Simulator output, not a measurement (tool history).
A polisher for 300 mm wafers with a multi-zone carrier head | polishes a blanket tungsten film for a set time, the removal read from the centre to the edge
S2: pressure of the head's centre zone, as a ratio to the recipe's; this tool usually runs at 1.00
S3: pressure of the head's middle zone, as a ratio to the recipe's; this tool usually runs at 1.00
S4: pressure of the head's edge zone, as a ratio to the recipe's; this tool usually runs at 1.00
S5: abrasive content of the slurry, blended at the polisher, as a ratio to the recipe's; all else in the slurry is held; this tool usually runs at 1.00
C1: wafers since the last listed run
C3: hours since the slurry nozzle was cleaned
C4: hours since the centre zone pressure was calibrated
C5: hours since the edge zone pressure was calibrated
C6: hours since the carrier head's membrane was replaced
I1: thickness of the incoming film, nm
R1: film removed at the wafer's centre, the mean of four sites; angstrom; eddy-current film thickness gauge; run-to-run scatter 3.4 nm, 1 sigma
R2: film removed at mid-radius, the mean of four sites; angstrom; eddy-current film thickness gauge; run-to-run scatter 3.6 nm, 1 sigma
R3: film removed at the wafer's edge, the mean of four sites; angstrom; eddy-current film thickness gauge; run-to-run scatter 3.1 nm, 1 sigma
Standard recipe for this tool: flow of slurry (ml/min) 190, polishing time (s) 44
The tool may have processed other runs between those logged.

{"run": 1, "hour": 0.0, "flow of slurry (ml/min)": 190, "S2": 1.0, "S3": 1.0, "S4": 1.0, "S5": 1.0, "polishing time (s)": 44, "C1": 0, "wafers polished on this pad": 478, "C3": 422.3, "C4": 1177.0, "C5": 638.4, "C6": 1002.8, "I1": 626.3, "R1": 2578, "R2": 2487, "R3": 2482}
{"run": 2, "hour": 12.8, "flow of slurry (ml/min)": 205, "S2": 1.0, "S3": 1.0, "S4": 1.0, "S5": 1.0, "polishing time (s)": 44, "C1": 160, "wafers polished on this pad": 639, "C3": 435.1, "C4": 1189.8, "C5": 651.2, "C6": 1015.6, "I1": 621.8, "R1": 2528, "R2": 2490, "R3": 2471}
{"run": 3, "hour": 22.2, "flow of slurry (ml/min)": 190, "S2": 1.0, "S3": 1.0, "S4": 1.0, "S5": 1.0, "polishing time (s)": 44, "C1": 118, "wafers polished on this pad": 758, "C3": 444.5, "C4": 1199.2, "C5": 660.6, "C6": 1025.0, "I1": 623.3, "R1": 2473, "R2": 2426, "R3": 2559}
{"run": 4, "hour": 33.6, "flow of slurry (ml/min)": 190, "S2": 1.0, "S3": 1.0, "S4": 1.0, "S5": 1.0, "polishing time (s)": 44, "C1": 143, "wafers polished on this pad": 901, "C3": 455.9, "C4": 1210.6, "C5": 672.0, "C6": 1036.4, "I1": 628.2, "R1": 2577, "R2": 2517, "R3": 2517}
{"run": 5, "hour": 51.2, "flow of slurry (ml/min)": 190, "S2": 1.0, "S3": 1.0, "S4": 1.0, "S5": 1.0, "polishing time (s)": 44, "C1": 221, "wafers polished on this pad": 1122, "C3": 473.5, "C4": 1228.2, "C5": 689.6, "C6": 1054.0, "I1": 612.1, "R1": 2503, "R2": 2545, "R3": 2457}
{"hour": 58.5, "done": "worn pad replaced by a new one"}
{"run": 6, "hour": 61.5, "flow of slurry (ml/min)": 190, "S2": 1.0, "S3": 1.0, "S4": 1.0, "S5": 0.9, "polishing time (s)": 44, "C1": 79, "wafers polished on this pad": 37, "C3": 483.8, "C4": 1238.5, "C5": 699.9, "C6": 1064.3, "I1": 616.8, "R1": 2454, "R2": 2398, "R3": 2388}
{"run": 7, "hour": 71.6, "flow of slurry (ml/min)": 190, "S2": 1.0, "S3": 1.0, "S4": 0.94, "S5": 1.0, "polishing time (s)": 44, "C1": 126, "wafers polished on this pad": 164, "C3": 493.9, "C4": 1248.6, "C5": 710.0, "C6": 1074.4, "I1": 610.0, "R1": 2557, "R2": 2475, "R3": 2461}
{"hour": 78.8, "done": "centre zone pressure recalibrated"}
{"run": 8, "hour": 83.3, "flow of slurry (ml/min)": 190, "S2": 1.0, "S3": 1.0, "S4": 0.94, "S5": 1.0, "polishing time (s)": 44, "C1": 121, "wafers polished on this pad": 286, "C3": 505.6, "C4": 4.5, "C5": 721.7, "C6": 1086.1, "I1": 629.2, "R1": 2494, "R2": 2456, "R3": 2413}
{"hour": 97.1, "done": "carrier head's membrane replaced by a new one"}
{"run": 9, "hour": 97.6, "flow of slurry (ml/min)": 190, "S2": 1.0, "S3": 1.0, "S4": 1.0, "S5": 1.0, "polishing time (s)": 44, "C1": 116, "wafers polished on this pad": 403, "C3": 519.9, "C4": 18.8, "C5": 736.0, "C6": 0.5, "I1": 625.2, "R1": 2484, "R2": 2537, "R3": 2471}
{"run": 10, "hour": 105.1, "flow of slurry (ml/min)": 190, "S2": 1.0, "S3": 1.0, "S4": 1.0, "S5": 1.0, "polishing time (s)": 44, "C1": 94, "wafers polished on this pad": 497, "C3": 527.4, "C4": 26.3, "C5": 743.5, "C6": 8.0, "I1": 627.1, "R1": 2508, "R2": 2506, "R3": 2485}
{"run": 11, "hour": 112.9, "flow of slurry (ml/min)": 190, "S2": 1.0, "S3": 1.0, "S4": 1.0, "S5": 0.9, "polishing time (s)": 38, "C1": 98, "wafers polished on this pad": 595, "C3": 535.2, "C4": 34.1, "C5": 751.3, "C6": 15.8, "I1": 617.3, "R1": 2089, "R2": 2073, "R3": 2063}
{"hour": 121.9, "done": "slurry nozzle cleaned"}
{"run": 12, "hour": 122.4, "flow of slurry (ml/min)": 190, "S2": 1.0, "S3": 1.0, "S4": 1.0, "S5": 0.8, "polishing time (s)": 44, "C1": 106, "wafers polished on this pad": 702, "C3": 0.5, "C4": 43.6, "C5": 760.8, "C6": 25.3, "I1": 608.9, "R1": 2362, "R2": 2322, "R3": 2313}
{"run": 13, "hour": 135.9, "flow of slurry (ml/min)": 190, "S2": 1.0, "S3": 1.0, "S4": 1.0, "S5": 1.0, "polishing time (s)": 44, "C1": 169, "wafers polished on this pad": 872, "C3": 14.0, "C4": 57.1, "C5": 774.3, "C6": 38.8, "I1": 622.4, "R1": 2509, "R2": 2452, "R3": 2432}
{"hour": 140.0, "done": "edge zone pressure recalibrated"}
{"hour": 146.9, "done": "worn pad replaced by a new one"}
{"run": 14, "hour": 147.4, "flow of slurry (ml/min)": 205, "S2": 1.0, "S3": 1.0, "S4": 1.0, "S5": 1.0, "polishing time (s)": 44, "C1": 69, "wafers polished on this pad": 6, "C3": 25.5, "C4": 68.6, "C5": 7.4, "C6": 50.3, "I1": 629.2, "R1": 2564, "R2": 2419, "R3": 2469}
{"run": 15, "hour": 159.1, "flow of slurry (ml/min)": 190, "S2": 1.0, "S3": 1.0, "S4": 1.0, "S5": 1.1, "polishing time (s)": 44, "C1": 147, "wafers polished on this pad": 153, "C3": 37.2, "C4": 80.3, "C5": 19.1, "C6": 62.0, "I1": 620.2, "R1": 2524, "R2": 2617, "R3": 2567}
{"run": 16, "hour": 165.8, "flow of slurry (ml/min)": 190, "S2": 1.0, "S3": 1.0, "S4": 1.0, "S5": 1.0, "polishing time (s)": 44, "C1": 84, "wafers polished on this pad": 237, "C3": 43.9, "C4": 87.0, "C5": 25.8, "C6": 68.7, "I1": 630.8, "R1": 2517, "R2": 2512, "R3": 2539}
{"run": 17, "hour": 178.2, "flow of slurry (ml/min)": 190, "S2": 1.0, "S3": 1.0, "S4": 0.9, "S5": 0.8, "polishing time (s)": 44, "C1": 155, "wafers polished on this pad": 393, "C3": 56.3, "C4": 99.4, "C5": 38.2, "C6": 81.1, "I1": 624.9, "R1": 2388, "R2": 2305, "R3": 2292}
{"run": 18, "hour": 184.5, "flow of slurry (ml/min)": 175, "S2": 1.0, "S3": 1.0, "S4": 1.0, "S5": 1.0, "polishing time (s)": 29, "C1": 79, "wafers polished on this pad": 473, "C3": 62.6, "C4": 105.7, "C5": 44.5, "C6": 87.4, "I1": 622.7, "R1": 1659, "R2": 1650, "R3": 1617}
{"run": 19, "hour": 191.1, "flow of slurry (ml/min)": 190, "S2": 0.92, "S3": 0.9, "S4": 1.0, "S5": 1.2, "polishing time (s)": 35, "C1": 82, "wafers polished on this pad": 555, "C3": 69.2, "C4": 112.3, "C5": 51.1, "C6": 94.0, "I1": 625.7, "R1": 1991, "R2": 1956, "R3": 2054}
{"run": 20, "hour": 198.7, "flow of slurry (ml/min)": 255, "S2": 1.12, "S3": 1.04, "S4": 1.0, "S5": 1.0, "polishing time (s)": 40, "C1": 95, "wafers polished on this pad": 651, "C3": 76.8, "C4": 119.9, "C5": 58.7, "C6": 101.6, "I1": 628.9, "R1": 2608, "R2": 2400, "R3": 2330}
{"run": 21, "hour": 206.1, "flow of slurry (ml/min)": 190, "S2": 1.0, "S3": 1.0, "S4": 1.0, "S5": 1.0, "polishing time (s)": 44, "C1": 93, "wafers polished on this pad": 744, "C3": 84.2, "C4": 127.3, "C5": 66.1, "C6": 109.0, "I1": 611.2, "R1": 2573, "R2": 2456, "R3": 2519}

Here are 5 independent what-if runs from the current tool condition. What would each one return?
{"run": "A", "hour": 206.5, "flow of slurry (ml/min)": 190, "S2": 1.0, "S3": 1.0, "S4": 1.0, "S5": 1.0, "polishing time (s)": 44, "C1": 5, "wafers polished on this pad": 749, "C3": 84.6, "C4": 127.7, "C5": 66.5, "C6": 109.4, "I1": 619.1, "R1": "?", "R2": "?", "R3": "?"}
{"run": "B", "hour": 206.5, "flow of slurry (ml/min)": 235, "S2": 1.0, "S3": 0.91, "S4": 1.0, "S5": 0.85, "polishing time (s)": 39, "C1": 5, "wafers polished on this pad": 749, "C3": 84.6, "C4": 127.7, "C5": 66.5, "C6": 109.4, "I1": 619.1, "R1": "?", "R2": "?", "R3": "?"}
{"run": "C", "hour": 206.5, "flow of slurry (ml/min)": 160, "S2": 1.11, "S3": 1.0, "S4": 1.09, "S5": 1.0, "polishing time (s)": 44, "C1": 5, "wafers polished on this pad": 749, "C3": 84.6, "C4": 127.7, "C5": 66.5, "C6": 109.4, "I1": 619.1, "R1": "?", "R2": "?", "R3": "?"}
{"run": "D", "hour": 206.5, "flow of slurry (ml/min)": 190, "S2": 1.07, "S3": 1.1, "S4": 1.0, "S5": 1.0, "polishing time (s)": 44, "C1": 5, "wafers polished on this pad": 749, "C3": 84.6, "C4": 127.7, "C5": 66.5, "C6": 109.4, "I1": 619.1, "R1": "?", "R2": "?", "R3": "?"}
{"run": "E", "hour": 206.5, "flow of slurry (ml/min)": 190, "S2": 1.0, "S3": 1.0, "S4": 0.95, "S5": 1.0, "polishing time (s)": 51, "C1": 5, "wafers polished on this pad": 749, "C3": 84.6, "C4": 127.7, "C5": 66.5, "C6": 109.4, "I1": 619.1, "R1": "?", "R2": "?", "R3": "?"}

run=A R1=2527 R2=2454 R3=2501
run=B R1=2201 R2=1969 R3=2160
run=C R1=2689 R2=2390 R3=2562
run=D R1=2682 R2=2660 R3=2498
run=E R1=2929 R2=2844 R3=2829
With the hidden condition removed and each run's random variation left untouched, the same runs would have given:
run=A R1=2527 R2=2454 R3=2501
run=B R1=2201 R2=1969 R3=2160
run=C R1=2689 R2=2390 R3=2562
run=D R1=2682 R2=2660 R3=2498
run=E R1=2929 R2=2844 R3=2829

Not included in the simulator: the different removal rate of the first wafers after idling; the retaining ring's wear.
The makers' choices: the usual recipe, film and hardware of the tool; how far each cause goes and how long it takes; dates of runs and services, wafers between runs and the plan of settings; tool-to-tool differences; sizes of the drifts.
